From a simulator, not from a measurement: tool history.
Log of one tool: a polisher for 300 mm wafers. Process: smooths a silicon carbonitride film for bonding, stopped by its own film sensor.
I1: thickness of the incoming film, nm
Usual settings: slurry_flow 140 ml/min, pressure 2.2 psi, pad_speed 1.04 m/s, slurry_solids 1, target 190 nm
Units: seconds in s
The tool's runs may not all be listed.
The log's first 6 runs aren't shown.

{"run": 7, "hour": 654.9, "slurry_flow": 140, "pressure": 2.2, "pad_speed": 0.88, "slurry_solids": 1, "target": 190, "I1": 220.2, "seconds": 142.2}
{"hour": 689.1, "done": "slurry nozzle cleaned"}
{"run": 8, "hour": 724.7, "slurry_flow": 185, "pressure": 2.2, "pad_speed": 1.04, "slurry_solids": 1, "target": 190, "I1": 223.4, "seconds": 125.2}
{"hour": 785.7, "done": "worn pad replaced by a new one"}
{"run": 9, "hour": 827.4, "slurry_flow": 90, "pressure": 2.2, "pad_speed": 0.82, "slurry_solids": 0.9, "target": 195, "I1": 219.2, "seconds": 118}
{"run": 10, "hour": 897.9, "slurry_flow": 185, "pressure": 2.5, "pad_speed": 0.92, "slurry_solids": 1, "target": 190, "I1": 219.3, "seconds": 98}
{"hour": 907.7, "done": "head pressure recalibrated"}
{"run": 11, "hour": 981.3, "slurry_flow": 140, "pressure": 2.2, "pad_speed": 1.04, "slurry_solids": 1, "target": 190, "I1": 219.4, "seconds": 108.7}
{"run": 12, "hour": 1037.8, "slurry_flow": 155, "pressure": 2.2, "pad_speed": 1.04, "slurry_solids": 1, "target": 190, "I1": 221.2, "seconds": 113.5}
{"run": 13, "hour": 1078.7, "slurry_flow": 140, "pressure": 2.2, "pad_speed": 1.04, "slurry_solids": 1, "target": 190, "I1": 219.4, "seconds": 113.8}
{"hour": 1095.9, "done": "slurry blender recalibrated"}
{"run": 14, "hour": 1164.9, "slurry_flow": 140, "pressure": 2.2, "pad_speed": 1.04, "slurry_solids": 1, "target": 185, "I1": 224.8, "seconds": 157.2}
{"run": 15, "hour": 1260.1, "slurry_flow": 140, "pressure": 2.2, "pad_speed": 1.04, "slurry_solids": 1, "target": 184, "I1": 222.4, "seconds": 159.1}
{"run": 16, "hour": 1297.3, "slurry_flow": 140, "pressure": 2.2, "pad_speed": 1.24, "slurry_solids": 1, "target": 195, "I1": 218, "seconds": 85.7}
{"hour": 1340.7, "done": "slurry nozzle cleaned"}
{"run": 17, "hour": 1399.4, "slurry_flow": 140, "pressure": 2.2, "pad_speed": 1.04, "slurry_solids": 1, "target": 190, "I1": 215.9, "seconds": 95.2}
{"run": 18, "hour": 1497.2, "slurry_flow": 100, "pressure": 2.2, "pad_speed": 1.14, "slurry_solids": 1, "target": 190, "I1": 217.2, "seconds": 111.5}
{"hour": 1586.7, "done": "worn pad replaced by a new one"}
{"run": 19, "hour": 1665.0, "slurry_flow": 170, "pressure": 1.5, "pad_speed": 1.04, "slurry_solids": 1, "target": 190, "I1": 217.5, "seconds": 144.3}
{"run": 20, "hour": 1708.8, "slurry_flow": 140, "pressure": 2.2, "pad_speed": 1.04, "slurry_solids": 1, "target": 190, "I1": 220.7, "seconds": 113.6}
{"hour": 1719.6, "done": "head pressure recalibrated"}
{"run": 21, "hour": 1748.7, "slurry_flow": 140, "pressure": 2.2, "pad_speed": 1.04, "slurry_solids": 1, "target": 190, "I1": 220.4, "seconds": 111.4}
{"hour": 1774.6, "done": "slurry blender recalibrated"}
{"run": 22, "hour": 1791.9, "slurry_flow": 165, "pressure": 2.9, "pad_speed": 1.04, "slurry_solids": 1, "target": 190, "I1": 217.3, "seconds": 76.4}
{"run": 23, "hour": 1858.7, "slurry_flow": 140, "pressure": 3, "pad_speed": 1.04, "slurry_solids": 0.75, "target": 182, "I1": 220.6, "seconds": 126.7}
{"run": 24, "hour": 1926.5, "slurry_flow": 140, "pressure": 2.6, "pad_speed": 1.26, "slurry_solids": 1, "target": 190, "I1": 219.2, "seconds": 86.3}
{"run": 25, "hour": 1968.5, "slurry_flow": 185, "pressure": 2.5, "pad_speed": 0.92, "slurry_solids": 1, "target": 190, "I1": 219.6, "seconds": 110.8}
{"run": 26, "hour": 2009.6, "slurry_flow": 140, "pressure": 2.2, "pad_speed": 1.04, "slurry_solids": 1, "target": 193, "I1": 222, "seconds": 115.5}
{"run": 27, "hour": 2051.8, "slurry_flow": 95, "pressure": 2.5, "pad_speed": 1.22, "slurry_solids": 1, "target": 181, "I1": 223.8, "seconds": 171.2}
{"hour": 2077.7, "done": "slurry nozzle cleaned"}
{"run": 28, "hour": 2126.9, "slurry_flow": 165, "pressure": 2.2, "pad_speed": 1.04, "slurry_solids": 0.75, "target": 190, "I1": 219.9, "seconds": 125.9}
{"run": 29, "hour": 2194.2, "slurry_flow": 125, "pressure": 2.5, "pad_speed": 1.18, "slurry_solids": 1, "target": 181, "I1": 221.7, "seconds": 132.8}
{"run": 30, "hour": 2333.9, "slurry_flow": 100, "pressure": 1.9, "pad_speed": 1.36, "slurry_solids": 0.75, "target": 190, "I1": 220.1, "seconds": 153.3}

Forecast each of these 4 alternatives for the next run:
{"run": "A", "hour": 2334.4, "slurry_flow": 140, "pressure": 2.7, "pad_speed": 1.04, "slurry_solids": 1, "target": 190, "I1": 220, "seconds": "?"}
{"run": "B", "hour": 2334.4, "slurry_flow": 140, "pressure": 2, "pad_speed": 1.04, "slurry_solids": 1.25, "target": 190, "I1": 220, "seconds": "?"}
{"run": "C", "hour": 2334.4, "slurry_flow": 140, "pressure": 2.6, "pad_speed": 1.38, "slurry_solids": 1, "target": 196, "I1": 220, "seconds": "?"}
{"run": "D", "hour": 2334.4, "slurry_flow": 140, "pressure": 2.2, "pad_speed": 1.04, "slurry_solids": 1, "target": 197, "I1": 220, "seconds": "?"}

run=A seconds=98.6
run=B seconds=121.3
run=C seconds=68.4
run=D seconds=92.8
Without the tool's hidden state the same runs would have given:
run=A seconds=82.7
run=B seconds=101.6
run=C seconds=57.3
run=D seconds=77.8
